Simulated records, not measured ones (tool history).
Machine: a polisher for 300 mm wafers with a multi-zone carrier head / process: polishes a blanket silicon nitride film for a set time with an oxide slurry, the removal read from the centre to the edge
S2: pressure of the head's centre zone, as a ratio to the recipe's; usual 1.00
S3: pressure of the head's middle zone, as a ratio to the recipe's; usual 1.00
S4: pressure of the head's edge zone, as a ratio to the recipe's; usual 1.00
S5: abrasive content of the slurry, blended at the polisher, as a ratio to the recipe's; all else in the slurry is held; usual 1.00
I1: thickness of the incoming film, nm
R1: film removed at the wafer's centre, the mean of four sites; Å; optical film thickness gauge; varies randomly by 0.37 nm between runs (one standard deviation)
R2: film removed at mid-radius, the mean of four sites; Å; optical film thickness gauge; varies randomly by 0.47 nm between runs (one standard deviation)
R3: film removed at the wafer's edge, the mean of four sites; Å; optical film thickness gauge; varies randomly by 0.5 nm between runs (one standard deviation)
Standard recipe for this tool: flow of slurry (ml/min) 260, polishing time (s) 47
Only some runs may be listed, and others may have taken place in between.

run 1 day=0.000 | flow_of_slurry_(ml/min)=260 S2=1.00 S3=1.00 S4=1.00 S5=1.00 polishing_time_(s)=47 | I1=370.3 | R1=432 R2=450 R3=453
run 2 day=0.571 | flow_of_slurry_(ml/min)=260 S2=1.07 S3=1.00 S4=1.00 S5=1.00 polishing_time_(s)=47 | I1=373.3 | R1=449 R2=442 R3=452
run 3 day=1.983 | flow_of_slurry_(ml/min)=260 S2=1.07 S3=1.00 S4=1.00 S5=1.00 polishing_time_(s)=47 | I1=373.3 | R1=448 R2=440 R3=443
run 4 day=2.517 | flow_of_slurry_(ml/min)=260 S2=1.07 S3=1.00 S4=1.00 S5=1.00 polishing_time_(s)=47 | I1=373.5 | R1=436 R2=444 R3=447
run 5 day=4.254 | flow_of_slurry_(ml/min)=260 S2=1.00 S3=1.00 S4=1.00 S5=0.80 polishing_time_(s)=47 | I1=371.1 | R1=364 R2=393 R3=404
-- day=4.842 worn pad replaced by a new one
run 6 day=5.350 | flow_of_slurry_(ml/min)=260 S2=1.00 S3=1.00 S4=1.00 S5=0.80 polishing_time_(s)=47 | I1=372.7 | R1=361 R2=386 R3=406
run 7 day=6.646 | flow_of_slurry_(ml/min)=260 S2=1.00 S3=1.00 S4=1.00 S5=1.00 polishing_time_(s)=47 | I1=372.7 | R1=404 R2=440 R3=441
-- day=10.892 worn pad replaced by a new one
run 8 day=11.000 | flow_of_slurry_(ml/min)=260 S2=1.00 S3=1.00 S4=1.00 S5=1.00 polishing_time_(s)=47 | I1=372.2 | R1=395 R2=437 R3=440
run 9 day=11.862 | flow_of_slurry_(ml/min)=260 S2=1.00 S3=1.00 S4=1.00 S5=1.20 polishing_time_(s)=47 | I1=363.6 | R1=423 R2=472 R3=478
-- day=12.117 slurry nozzle cleaned
run 10 day=13.067 | flow_of_slurry_(ml/min)=260 S2=1.00 S3=1.00 S4=1.00 S5=1.20 polishing_time_(s)=47 | I1=366.5 | R1=436 R2=497 R3=497
run 11 day=13.800 | flow_of_slurry_(ml/min)=285 S2=1.00 S3=1.00 S4=1.00 S5=1.00 polishing_time_(s)=47 | I1=373.9 | R1=406 R2=449 R3=467
run 12 day=14.908 | flow_of_slurry_(ml/min)=215 S2=1.00 S3=1.00 S4=1.00 S5=1.00 polishing_time_(s)=47 | I1=369.3 | R1=381 R2=440 R3=449
-- day=15.808 worn pad replaced by a new one
-- day=15.875 edge zone pressure recalibrated
run 13 day=15.896 | flow_of_slurry_(ml/min)=260 S2=1.00 S3=1.00 S4=1.00 S5=1.00 polishing_time_(s)=47 | I1=372.8 | R1=385 R2=449 R3=454
run 14 day=17.296 | flow_of_slurry_(ml/min)=230 S2=0.91 S3=1.00 S4=1.06 S5=1.20 polishing_time_(s)=47 | I1=373.0 | R1=374 R2=470 R3=501
-- day=17.754 carrier head's membrane replaced by a new one
run 15 day=17.925 | flow_of_slurry_(ml/min)=260 S2=1.00 S3=1.00 S4=1.00 S5=1.10 polishing_time_(s)=43 | I1=370.0 | R1=363 R2=422 R3=428
run 16 day=19.067 | flow_of_slurry_(ml/min)=260 S2=1.00 S3=0.95 S4=1.00 S5=1.00 polishing_time_(s)=47 | I1=369.5 | R1=380 R2=422 R3=454
-- day=19.892 centre zone pressure recalibrated
run 17 day=20.121 | flow_of_slurry_(ml/min)=260 S2=1.00 S3=1.00 S4=1.00 S5=1.00 polishing_time_(s)=47 | I1=370.2 | R1=430 R2=437 R3=447
-- day=21.021 worn pad replaced by a new one
run 18 day=21.529 | flow_of_slurry_(ml/min)=335 S2=1.00 S3=1.00 S4=1.05 S5=1.00 polishing_time_(s)=47 | I1=376.1 | R1=428 R2=457 R3=460
run 19 day=22.096 | flow_of_slurry_(ml/min)=260 S2=1.00 S3=1.00 S4=0.96 S5=0.85 polishing_time_(s)=47 | I1=367.2 | R1=387 R2=407 R3=405
run 20 day=23.479 | flow_of_slurry_(ml/min)=260 S2=1.05 S3=1.00 S4=0.90 S5=1.00 polishing_time_(s)=47 | I1=367.7 | R1=436 R2=434 R3=431
run 21 day=24.900 | flow_of_slurry_(ml/min)=335 S2=1.12 S3=1.00 S4=1.00 S5=0.80 polishing_time_(s)=57 | I1=373.2 | R1=517 R2=485 R3=504

Run-by-run hidden state of the tool:
removal rate lost through wear of the pad, %: 0, the same for each run
deviation of the edge zone's pressure from its setpoint, %: 0, the same for each run
H1: slurry flow missing at the pad, %
H2: deviation of the centre zone's pressure from its setpoint, %
run=1 H1=23.9 H2=-2.78
run=2 H1=27.2 H2=-2.99
run=3 H1=33.8 H2=-3.51
run=4 H1=35.7 H2=-3.72
run=5 H1=40.6 H2=-4.42
run=6 H1=42.8 H2=-4.89
run=7 H1=44.8 H2=-5.46
run=8 H1=48.3 H2=-7.55
run=9 H1=48.7 H2=-8
run=10 H1=14.5 H2=-8.64
run=11 H1=19.8 H2=-9.04
run=12 H1=26.4 H2=-9.66
run=13 H1=30.9 H2=-10.2
run=14 H1=35.7 H2=-11.1
run=15 H1=37.5 H2=-11.4
run=16 H1=40 H2=-12.1
run=17 H1=41.8 H2=-0.784
run=18 H1=43.5 H2=-0.802
run=19 H1=44.1 H2=-0.818
run=20 H1=45.2 H2=-0.875
run=21 H1=46 H2=-0.962

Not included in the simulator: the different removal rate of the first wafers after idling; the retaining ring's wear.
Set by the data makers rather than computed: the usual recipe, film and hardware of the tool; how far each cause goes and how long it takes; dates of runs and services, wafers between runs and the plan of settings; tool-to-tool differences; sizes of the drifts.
